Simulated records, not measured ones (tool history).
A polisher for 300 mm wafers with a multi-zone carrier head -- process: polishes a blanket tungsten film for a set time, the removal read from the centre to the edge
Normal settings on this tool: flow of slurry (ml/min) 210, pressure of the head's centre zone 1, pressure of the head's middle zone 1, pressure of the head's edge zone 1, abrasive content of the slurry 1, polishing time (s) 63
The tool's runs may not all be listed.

| run | hour | flow of slurry (ml/min) | pressure of the head's centre zone | pressure of the head's middle zone | pressure of the head's edge zone | abrasive content of the slurry | polishing time (s) | incoming thickness of the incoming film, nm | film removed at the wafer's centre (Å) | film removed at mid-radius (Å) | film removed at the wafer's edge (Å) |
|---|---|---|---|---|---|---|---|---|---|---|---|
| 1 | 0 | 210 | 1 | 1 | 1 | 1 | 63 | 1189 | 3778 | 4303 | 4235 |
| 2 | 6.8 | 210 | 1 | 1 | 1 | 1 | 63 | 1199.8 | 3774 | 4339 | 4291 |
| 3 | 36.8 | 210 | 1 | 1 | 1 | 1 | 63 | 1193.4 | 3755 | 4324 | 4238 |
| 4 | 54.4 | 210 | 1 | 1 | 1 | 1 | 63 | 1176.1 | 3814 | 4329 | 4308 |
| 5 | 71.8 | 210 | 1 | 1 | 1 | 1 | 63 | 1186 | 3711 | 4325 | 4292 |
|  | 83.1 | carrier head's membrane replaced by a new one |
| 6 | 83.6 | 210 | 1 | 1 | 1 | 1 | 63 | 1190.8 | 3725 | 4354 | 4277 |
| 7 | 99.9 | 210 | 1 | 1 | 1 | 1 | 63 | 1196.1 | 3791 | 4381 | 4310 |
|  | 111.5 | worn pad replaced by a new one |
| 8 | 112.1 | 210 | 1.09 | 0.95 | 0.88 | 0.9 | 63 | 1186.6 | 4003 | 4037 | 3992 |
|  | 122.4 | edge zone pressure recalibrated |
| 9 | 129.4 | 210 | 1 | 1 | 1 | 1 | 63 | 1204.7 | 3698 | 4370 | 4338 |
|  | 135.1 | slurry nozzle cleaned |
| 10 | 140.7 | 210 | 1.12 | 1.05 | 1 | 1 | 63 | 1177.8 | 4182 | 4473 | 4288 |
| 11 | 152 | 210 | 1.1 | 1 | 1 | 1 | 63 | 1201.1 | 4115 | 4336 | 4263 |
|  | 154.7 | centre zone pressure recalibrated |
| 12 | 164.5 | 210 | 1 | 1 | 1 | 1 | 84 | 1190.3 | 5520 | 5849 | 5658 |
| 13 | 170.5 | 210 | 1.07 | 1 | 1 | 1 | 63 | 1172.5 | 4436 | 4290 | 4309 |
| 14 | 183.8 | 210 | 1 | 1 | 1 | 1 | 63 | 1168 | 4059 | 4344 | 4303 |
| 15 | 200.9 | 210 | 0.93 | 1 | 1 | 1.1 | 63 | 1191.8 | 3834 | 4418 | 4397 |

Consider 4 possible next runs. They are alternatives, not a sequence: every one starts from the tool as it was left by run 15. What does each give?
| A | 201.3 | 210 | 1 | 1.1 | 1 | 1 | 63 | 1192.1 | ? | ? | ? |
| B | 201.3 | 210 | 1 | 0.89 | 1 | 1 | 42 | 1192.1 | ? | ? | ? |
| C | 201.3 | 210 | 1 | 1 | 0.94 | 1.1 | 63 | 1192.1 | ? | ? | ? |
| D | 201.3 | 250 | 1 | 1 | 1 | 1 | 57 | 1192.1 | ? | ? | ? |

| run | film removed at the wafer's centre (Å) | film removed at mid-radius (Å) | film removed at the wafer's edge (Å) |
|---|---|---|---|
| A | 4013 | 4651 | 4317 |
| B | 2672 | 2594 | 2886 |
| C | 4098 | 4383 | 4290 |
| D | 3726 | 3974 | 3982 |
With the hidden condition removed and each run's random variation left untouched, the same runs would have given:
| run | film removed at the wafer's centre (Å) | film removed at mid-radius (Å) | film removed at the wafer's edge (Å) |
|---|---|---|---|
| A | 4214 | 4650 | 4317 |
| B | 2805 | 2593 | 2886 |
| C | 4304 | 4382 | 4290 |
| D | 3913 | 3973 | 3982 |
